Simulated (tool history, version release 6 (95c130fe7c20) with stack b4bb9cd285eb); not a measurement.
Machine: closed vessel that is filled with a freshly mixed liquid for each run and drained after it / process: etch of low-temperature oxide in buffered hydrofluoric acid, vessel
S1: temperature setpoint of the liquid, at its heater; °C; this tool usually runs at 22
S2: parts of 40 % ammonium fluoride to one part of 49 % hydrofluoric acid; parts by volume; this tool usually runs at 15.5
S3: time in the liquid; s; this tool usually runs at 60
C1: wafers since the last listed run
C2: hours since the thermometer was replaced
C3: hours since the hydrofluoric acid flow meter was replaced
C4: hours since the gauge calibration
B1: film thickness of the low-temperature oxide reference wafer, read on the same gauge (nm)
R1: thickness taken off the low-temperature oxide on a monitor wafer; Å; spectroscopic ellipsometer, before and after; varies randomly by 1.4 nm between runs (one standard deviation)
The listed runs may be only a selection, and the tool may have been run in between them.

{"run": 1, "hour": 0.0, "S1": 22, "S2": 15.5, "S3": 60, "C1": 0, "C2": 221.8, "C3": 1410.1, "C4": 455.7, "B1": 39.99, "R1": 2404.2}
{"run": 2, "hour": 44.6, "S1": 22, "S2": 15.5, "S3": 60, "C1": 4873, "C2": 266.4, "C3": 1454.7, "C4": 500.3, "B1": 39.99, "R1": 2403.6}
{"run": 3, "hour": 132.3, "S1": 22, "S2": 15.5, "S3": 60, "C1": 9582, "C2": 354.1, "C3": 1542.4, "C4": 588, "B1": 39.98, "R1": 2403.6}
{"run": 4, "hour": 185.0, "S1": 22, "S2": 15.5, "S3": 60, "C1": 5758, "C2": 406.8, "C3": 1595.1, "C4": 640.7, "B1": 40.01, "R1": 2409.3}
{"run": 5, "hour": 210.0, "S1": 22, "S2": 15.5, "S3": 80, "C1": 2731, "C2": 431.8, "C3": 1620.1, "C4": 665.7, "B1": 39.99, "R1": 3204.5}
{"hour": 271.5, "done": "hydrofluoric acid flow meter replaced"}
{"run": 6, "hour": 271.8, "S1": 22, "S2": 15.5, "S3": 80, "C1": 6643, "C2": 493.6, "C3": 0.3, "C4": 727.5, "B1": 39.98, "R1": 3217.9}
{"run": 7, "hour": 314.8, "S1": 22, "S2": 15.5, "S3": 80, "C1": 4698, "C2": 536.6, "C3": 43.3, "C4": 770.5, "B1": 40, "R1": 3293}
{"run": 8, "hour": 360.9, "S1": 22, "S2": 15.5, "S3": 60, "C1": 5037, "C2": 582.7, "C3": 89.4, "C4": 816.6, "B1": 40.03, "R1": 2446.5}
{"hour": 388.2, "done": "gauge calibrated"}
{"run": 9, "hour": 536.2, "S1": 18, "S2": 10.5, "S3": 70, "C1": 19154, "C2": 758, "C3": 264.7, "C4": 148, "B1": 40, "R1": 3402.8}
{"run": 10, "hour": 594.3, "S1": 22, "S2": 15.5, "S3": 60, "C1": 6348, "C2": 816.1, "C3": 322.8, "C4": 206.1, "B1": 39.99, "R1": 2514.4}
{"run": 11, "hour": 625.5, "S1": 24.5, "S2": 15.5, "S3": 60, "C1": 3409, "C2": 847.3, "C3": 354, "C4": 237.3, "B1": 39.99, "R1": 2858.2}
{"run": 12, "hour": 659.2, "S1": 22, "S2": 20, "S3": 35, "C1": 3682, "C2": 881, "C3": 387.7, "C4": 271, "B1": 40.05, "R1": 1139.7}
{"hour": 661.0, "done": "thermometer replaced"}
{"run": 13, "hour": 715.9, "S1": 24, "S2": 15.5, "S3": 60, "C1": 6086, "C2": 54.9, "C3": 444.4, "C4": 327.7, "B1": 40.01, "R1": 2648.4}
{"run": 14, "hour": 779.2, "S1": 22, "S2": 13, "S3": 60, "C1": 6916, "C2": 118.2, "C3": 507.7, "C4": 391, "B1": 39.96, "R1": 2802.1}
{"run": 15, "hour": 832.6, "S1": 22, "S2": 15.5, "S3": 60, "C1": 5834, "C2": 171.6, "C3": 561.1, "C4": 444.4, "B1": 39.98, "R1": 2412.6}
{"run": 16, "hour": 868.1, "S1": 22, "S2": 18, "S3": 80, "C1": 3878, "C2": 207.1, "C3": 596.6, "C4": 479.9, "B1": 40.02, "R1": 2777.1}
{"run": 17, "hour": 893.3, "S1": 22, "S2": 15.5, "S3": 60, "C1": 2753, "C2": 232.3, "C3": 621.8, "C4": 505.1, "B1": 40, "R1": 2380}

What if the next run were any one of these 4? Each begins from the tool's condition after run 17:
{"run": "A", "hour": 894.0, "S1": 22, "S2": 21.5, "S3": 60, "C1": 76, "C2": 233, "C3": 622.5, "C4": 505.8, "B1": "?", "R1": "?"}
{"run": "B", "hour": 894.0, "S1": 20.5, "S2": 19, "S3": 35, "C1": 76, "C2": 233, "C3": 622.5, "C4": 505.8, "B1": "?", "R1": "?"}
{"run": "C", "hour": 894.0, "S1": 26, "S2": 15.5, "S3": 35, "C1": 76, "C2": 233, "C3": 622.5, "C4": 505.8, "B1": "?", "R1": "?"}
{"run": "D", "hour": 894.0, "S1": 19.5, "S2": 15.5, "S3": 60, "C1": 76, "C2": 233, "C3": 622.5, "C4": 505.8, "B1": "?", "R1": "?"}

run=A B1=39.95 R1=1751.2
run=B B1=39.95 R1=1039.2
run=C B1=39.95 R1=1716.5
run=D B1=39.95 R1=2059.1
With the hidden condition removed and each run's random variation left untouched, the same runs would have given:
run=A R1=1709
run=B R1=1013.9
run=C R1=1676.3
run=D R1=2008.8
